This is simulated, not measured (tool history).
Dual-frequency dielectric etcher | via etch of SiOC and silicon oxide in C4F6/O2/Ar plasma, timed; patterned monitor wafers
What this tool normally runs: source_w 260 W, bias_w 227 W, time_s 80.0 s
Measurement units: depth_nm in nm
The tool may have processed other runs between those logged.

| run | day | source_w | bias_w | time_s | wafers since the last listed run | hours since the last wet clean | hours since the last source power generator calibration | hours since the last bias power generator calibration | hours since the last upper electrode change | hours since the gauge calibration | read-back reference wafer on the same gauge, depth_nm | depth_nm |
|---|---|---|---|---|---|---|---|---|---|---|---|---|
| 1 | 0.000 | 260 | 227 | 80.0 | 0 | 502.4 | 4619.9 | 2030.2 | 3171.2 | 143.7 | 93.5 | 84.2 |
| 2 | 0.417 | 260 | 227 | 80.0 | 114 | 512.4 | 4629.9 | 2040.2 | 3181.2 | 153.7 | 93.5 | 84.6 |
| 3 | 0.717 | 260 | 227 | 80.0 | 82 | 519.6 | 4637.1 | 2047.4 | 3188.4 | 160.9 | 93.5 | 84.7 |
| 4 | 0.975 | 260 | 227 | 89.5 | 71 | 525.8 | 4643.3 | 2053.6 | 3194.6 | 167.1 | 93.5 | 94.5 |
| 5 | 1.333 | 260 | 227 | 89.5 | 98 | 534.4 | 4651.9 | 2062.2 | 3203.2 | 175.7 | 93.5 | 94.4 |
| 6 | 1.912 | 260 | 227 | 89.5 | 159 | 548.3 | 4665.8 | 2076.1 | 3217.1 | 189.6 | 93.5 | 95.0 |
| 7 | 2.367 | 220 | 202 | 80.0 | 124 | 559.2 | 4676.7 | 2087.0 | 3228.0 | 200.5 | 93.6 | 75.0 |
| 8 | 2.962 | 220 | 202 | 80.0 | 163 | 573.5 | 4691.0 | 2101.3 | 3242.3 | 214.8 | 93.5 | 75.1 |
|  | 3.792 | gauge calibrated |
|  | 4.283 | upper electrode replaced |
| 9 | 4.304 | 260 | 227 | 80.0 | 94 | 605.7 | 4723.2 | 2133.5 | 0.5 | 12.3 | 93.5 | 84.9 |
| 10 | 4.317 | 260 | 227 | 80.0 | 3 | 606.0 | 4723.5 | 2133.8 | 0.8 | 12.6 | 93.6 | 84.6 |
|  | 4.667 | bias power generator calibrated |
|  | 6.129 | wet clean of the chamber |
| 11 | 6.150 | 260 | 227 | 80.0 | 183 | 0.5 | 4767.5 | 35.6 | 44.8 | 56.6 | 93.5 | 82.8 |
| 12 | 6.167 | 260 | 227 | 80.0 | 4 | 0.9 | 4767.9 | 36.0 | 45.2 | 57.0 | 93.4 | 82.8 |
| 13 | 6.696 | 300 | 198 | 80.0 | 145 | 13.6 | 4780.6 | 48.7 | 57.9 | 69.7 | 93.4 | 81.1 |
| 14 | 7.825 | 300 | 193 | 80.0 | 310 | 40.7 | 4807.7 | 75.8 | 85.0 | 96.8 | 93.5 | 79.8 |
| 15 | 8.150 | 260 | 212 | 62.0 | 89 | 48.5 | 4815.5 | 83.6 | 92.8 | 104.6 | 93.6 | 61.8 |
| 16 | 8.746 | 260 | 227 | 80.0 | 163 | 62.8 | 4829.8 | 97.9 | 107.1 | 118.9 | 93.5 | 82.9 |
| 17 | 9.079 | 260 | 227 | 80.0 | 91 | 70.8 | 4837.8 | 105.9 | 115.1 | 126.9 | 93.4 | 83.4 |
| 18 | 9.504 | 260 | 227 | 80.0 | 116 | 81.0 | 4848.0 | 116.1 | 125.3 | 137.1 | 93.4 | 83.4 |
| 19 | 10.083 | 260 | 176 | 95.0 | 159 | 94.9 | 4861.9 | 130.0 | 139.2 | 151.0 | 93.5 | 85.2 |
| 20 | 10.567 | 300 | 189 | 93.0 | 133 | 106.5 | 4873.5 | 141.6 | 150.8 | 162.6 | 93.5 | 91.3 |
|  | 11.054 | source power generator calibrated |
| 21 | 11.254 | 240 | 242 | 100.0 | 143 | 123.0 | 4.8 | 158.1 | 167.3 | 179.1 | 93.5 | 104.7 |
|  | 11.904 | gauge calibrated |
| 22 | 11.917 | 260 | 204 | 80.0 | 182 | 138.9 | 20.7 | 174.0 | 183.2 | 0.3 | 93.4 | 78.5 |
| 23 | 12.433 | 200 | 181 | 71.0 | 142 | 151.3 | 33.1 | 186.4 | 195.6 | 12.7 | 93.3 | 59.9 |
| 24 | 12.754 | 260 | 227 | 89.5 | 88 | 159.0 | 40.8 | 194.1 | 203.3 | 20.4 | 93.5 | 92.7 |

What will run 25 give?
| 25 | 13.342 | 260 | 227 | 70.0 | 161 | 173.1 | 54.9 | 208.2 | 217.4 | 34.5 | ? | ? |

{"run 25": {"read-back reference wafer on the same gauge, depth_nm": 93.6, "depth_nm": 72.6}}
With the hidden condition absent and the run-to-run variation left alone, this run would have shown depth_nm 72.3 nm.

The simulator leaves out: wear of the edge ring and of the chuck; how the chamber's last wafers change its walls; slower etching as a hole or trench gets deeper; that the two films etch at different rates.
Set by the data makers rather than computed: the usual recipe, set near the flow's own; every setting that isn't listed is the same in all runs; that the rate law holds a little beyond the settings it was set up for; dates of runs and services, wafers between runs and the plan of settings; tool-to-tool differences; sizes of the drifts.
